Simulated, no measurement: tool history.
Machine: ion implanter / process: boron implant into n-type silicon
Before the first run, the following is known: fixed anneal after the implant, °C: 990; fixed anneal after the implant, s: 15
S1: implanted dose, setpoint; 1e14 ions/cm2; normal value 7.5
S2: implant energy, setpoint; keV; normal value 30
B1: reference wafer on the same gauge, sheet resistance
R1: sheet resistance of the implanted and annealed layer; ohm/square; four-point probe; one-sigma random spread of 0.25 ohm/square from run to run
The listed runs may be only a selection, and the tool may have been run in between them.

{"run": 1, "hour": 0.0, "S1": 7.5, "S2": 30, "B1": 177.06, "R1": 166.19}
{"run": 2, "hour": 87.3, "S1": 7.5, "S2": 30, "B1": 176.98, "R1": 166.57}
{"run": 3, "hour": 149.2, "S1": 7.5, "S2": 30, "B1": 176.99, "R1": 166.56}
{"run": 4, "hour": 205.7, "S1": 7.5, "S2": 30, "B1": 176.99, "R1": 166.66}
{"run": 5, "hour": 271.6, "S1": 7.5, "S2": 30, "B1": 176.99, "R1": 166.44}
{"run": 6, "hour": 469.3, "S1": 7.5, "S2": 36, "B1": 176.98, "R1": 165.62}
{"run": 7, "hour": 508.7, "S1": 7.5, "S2": 36, "B1": 177.05, "R1": 165.7}
{"run": 8, "hour": 570.7, "S1": 7.5, "S2": 36, "B1": 176.98, "R1": 166.34}
{"run": 9, "hour": 630.4, "S1": 7.5, "S2": 30, "B1": 176.95, "R1": 167.78}
{"run": 10, "hour": 689.0, "S1": 8.13, "S2": 25, "B1": 176.94, "R1": 159.02}
{"run": 11, "hour": 729.4, "S1": 9.63, "S2": 21.5, "B1": 176.96, "R1": 140.6}
{"hour": 807.9, "done": "gauge calibrated"}
{"run": 12, "hour": 828.5, "S1": 9.64, "S2": 39, "B1": 177, "R1": 135.95}
{"hour": 889.9, "done": "Faraday cup replaced and dose calibrated"}
{"hour": 901.7, "done": "extraction supply calibrated"}
{"run": 13, "hour": 916.1, "S1": 8.81, "S2": 38, "B1": 177.06, "R1": 142.84}
{"run": 14, "hour": 1001.0, "S1": 9.29, "S2": 23, "B1": 177.05, "R1": 141.18}
{"run": 15, "hour": 1103.4, "S1": 8.93, "S2": 26, "B1": 176.95, "R1": 144.48}
{"run": 16, "hour": 1156.6, "S1": 6.49, "S2": 36, "B1": 176.98, "R1": 183.5}
{"run": 17, "hour": 1199.0, "S1": 7.5, "S2": 30, "B1": 176.98, "R1": 165.21}

Selected run-to-run steps in R1, each split into two signed amounts: the part the tool would show with no hidden state at all (from settings, incoming material and random variation), and the remainder, which goes to the hidden state together with any gauge scatter not common to the measured and the hidden-state-free results:
Unlogged tool condition in this case: deviation of the true dose from the Faraday cup's reading, %; deviation of the true energy from its setpoint, %; gauge reads high (%).
Run 12 -> 13: S1 9.64 -> 8.81, S2 39 -> 38, Faraday cup replaced and dose calibrated, extraction supply calibrated. R1 +6.89 ohm/square: hidden state -3.04, all else +9.93.
Run 15 -> 16: S1 8.93 -> 6.49, S2 26 -> 36. R1 +39.02 ohm/square: hidden state -0.03, all else +39.05.
